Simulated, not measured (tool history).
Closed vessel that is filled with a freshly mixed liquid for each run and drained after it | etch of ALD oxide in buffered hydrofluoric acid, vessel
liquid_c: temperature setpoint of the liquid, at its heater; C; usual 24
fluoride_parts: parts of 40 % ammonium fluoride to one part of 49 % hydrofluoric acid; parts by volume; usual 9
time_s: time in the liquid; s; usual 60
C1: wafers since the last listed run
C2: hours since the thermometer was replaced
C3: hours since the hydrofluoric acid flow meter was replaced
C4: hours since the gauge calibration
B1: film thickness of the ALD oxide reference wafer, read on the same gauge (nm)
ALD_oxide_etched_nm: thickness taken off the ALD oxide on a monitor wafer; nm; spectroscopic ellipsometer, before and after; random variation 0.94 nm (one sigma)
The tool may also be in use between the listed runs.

run 1 day=0 | liquid_c=26.5 fluoride_parts=9 time_s=60 | C1=0 C2=279.7 C3=805.2 C4=337 | B1=140.02 | ALD_oxide_etched_nm=204.76
-- day=6.696 hydrofluoric acid flow meter replaced
run 2 day=10.854 | liquid_c=26.5 fluoride_parts=9 time_s=60 | C1=28098 C2=540.2 C3=99.8 C4=597.5 | B1=140.04 | ALD_oxide_etched_nm=210.99
-- day=13.192 thermometer replaced
run 3 day=14.283 | liquid_c=26.5 fluoride_parts=9 time_s=60 | C1=8803 C2=26.2 C3=182.1 C4=679.8 | B1=139.99 | ALD_oxide_etched_nm=210.11
run 4 day=15.871 | liquid_c=24 fluoride_parts=9 time_s=60 | C1=4125 C2=64.3 C3=220.2 C4=717.9 | B1=139.98 | ALD_oxide_etched_nm=182.98
run 5 day=19.462 | liquid_c=24 fluoride_parts=9 time_s=60 | C1=9333 C2=150.5 C3=306.4 C4=804.1 | B1=140.04 | ALD_oxide_etched_nm=181.5
run 6 day=23.717 | liquid_c=24 fluoride_parts=9 time_s=60 | C1=11055 C2=252.6 C3=408.5 C4=906.2 | B1=139.99 | ALD_oxide_etched_nm=181.22
run 7 day=26.133 | liquid_c=24 fluoride_parts=9 time_s=60 | C1=6280 C2=310.6 C3=466.5 C4=964.2 | B1=139.99 | ALD_oxide_etched_nm=180.67
run 8 day=28.233 | liquid_c=24 fluoride_parts=9 time_s=60 | C1=5457 C2=361 C3=516.9 C4=1014.6 | B1=140.03 | ALD_oxide_etched_nm=178.54
-- day=29.667 gauge calibrated
run 9 day=30.812 | liquid_c=24 fluoride_parts=9 time_s=60 | C1=6702 C2=422.9 C3=578.8 C4=27.5 | B1=139.98 | ALD_oxide_etched_nm=178.26
run 10 day=33.388 | liquid_c=24 fluoride_parts=9 time_s=60 | C1=6691 C2=484.7 C3=640.6 C4=89.3 | B1=139.98 | ALD_oxide_etched_nm=178.69
run 11 day=37.408 | liquid_c=24 fluoride_parts=9 time_s=60 | C1=10449 C2=581.2 C3=737.1 C4=185.8 | B1=140.03 | ALD_oxide_etched_nm=177.83

Forecast run 12:
-- day=44.292 hydrofluoric acid flow meter replaced
run 12 day=44.65 | liquid_c=24 fluoride_parts=7.5 time_s=60 | C1=18710 C2=755 C3=8.6 C4=359.6 | B1=? | ALD_oxide_etched_nm=?

{"run 12": {"B1": 139.99, "ALD_oxide_etched_nm": 222.91}}
Without the tool's hidden state the same run would have given ALD_oxide_etched_nm 226.6 nm.

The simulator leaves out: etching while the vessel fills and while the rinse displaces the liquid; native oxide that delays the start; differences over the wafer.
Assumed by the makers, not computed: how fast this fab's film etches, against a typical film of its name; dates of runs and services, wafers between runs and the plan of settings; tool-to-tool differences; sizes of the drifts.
